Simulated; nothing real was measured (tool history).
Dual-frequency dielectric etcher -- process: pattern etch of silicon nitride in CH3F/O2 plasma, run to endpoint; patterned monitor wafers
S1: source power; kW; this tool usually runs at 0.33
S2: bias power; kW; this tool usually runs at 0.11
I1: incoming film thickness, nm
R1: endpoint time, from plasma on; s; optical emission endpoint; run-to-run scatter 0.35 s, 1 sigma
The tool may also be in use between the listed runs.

Run 1, hour 0: usual settings; I1 75. Result: R1 78.9 s.
Run 2, hour 107: usual settings; I1 75.8. Result: R1 80.4 s.
At hour 161.1: wet clean of the chamber.
Run 3, hour 196.6: usual settings but S1 0.37 kW, S2 0.116 kW; I1 75.6. Result: R1 73.8 s.
Run 4, hour 259.7: usual settings but S1 0.37 kW, S2 0.116 kW; I1 75.3. Result: R1 74 s.
Run 5, hour 340.3: usual settings but S1 0.37 kW, S2 0.116 kW; I1 75.1. Result: R1 74.2 s.
Run 6, hour 440.2: usual settings; I1 75.2. Result: R1 80 s.
At hour 513.2: upper electrode replaced.
Run 7, hour 513.7: usual settings; I1 74.9. Result: R1 81.5 s.
At hour 556.4: wet clean of the chamber.
Run 8, hour 556.9: usual settings; I1 76. Result: R1 77.7 s.
Run 9, hour 648.1: usual settings; I1 75.4. Result: R1 79 s.
At hour 728.8: source power generator calibrated.
Run 10, hour 751.7: usual settings but S1 0.35 kW; I1 75.2. Result: R1 77.4 s.
Run 11, hour 798.8: usual settings but S1 0.37 kW, S2 0.128 kW; I1 75.3. Result: R1 73.7 s.
Run 12, hour 881.2: usual settings; I1 75.4. Result: R1 80.5 s.
At hour 915.8: wet clean of the chamber.
Run 13, hour 926.8: usual settings but S1 0.27 kW, S2 0.123 kW; I1 75.5. Result: R1 82.1 s.
At hour 948: bias power generator calibrated.
Run 14, hour 1010.4: usual settings but S1 0.27 kW, S2 0.098 kW; I1 75.5. Result: R1 87.7 s.
Run 15, hour 1055.1: usual settings but S1 0.35 kW, S2 0.121 kW; I1 75.5. Result: R1 75.5 s.
Run 16, hour 1109.4: usual settings but S1 0.37 kW, S2 0.116 kW; I1 76.4. Result: R1 76.1 s.
Run 17, hour 1158.7: usual settings but S1 0.4 kW; I1 75.4. Result: R1 74.3 s.
At hour 1235.4: wet clean of the chamber.
Run 18, hour 1421.8: usual settings; I1 75. Result: R1 78.4 s.

Consider 3 possible next runs. They are alternatives, not a sequence: every one starts from the tool as it was left by run 18. What does each give?
Run A, hour 1422.3: usual settings but S1 0.28 kW; I1 76. Result: R1 ?.
Run B, hour 1422.3: usual settings but S1 0.4 kW, S2 0.125 kW; I1 76. Result: R1 ?.
Run C, hour 1422.3: usual settings but S1 0.39 kW, S2 0.091 kW; I1 76. Result: R1 ?.

run    R1
  A  85.9
  B  72.1
  C  78.5
Stripped of hidden state, with their random variation kept, the same runs would have yielded:
run    R1
  A  83.9
  B  70.5
  C  76.7
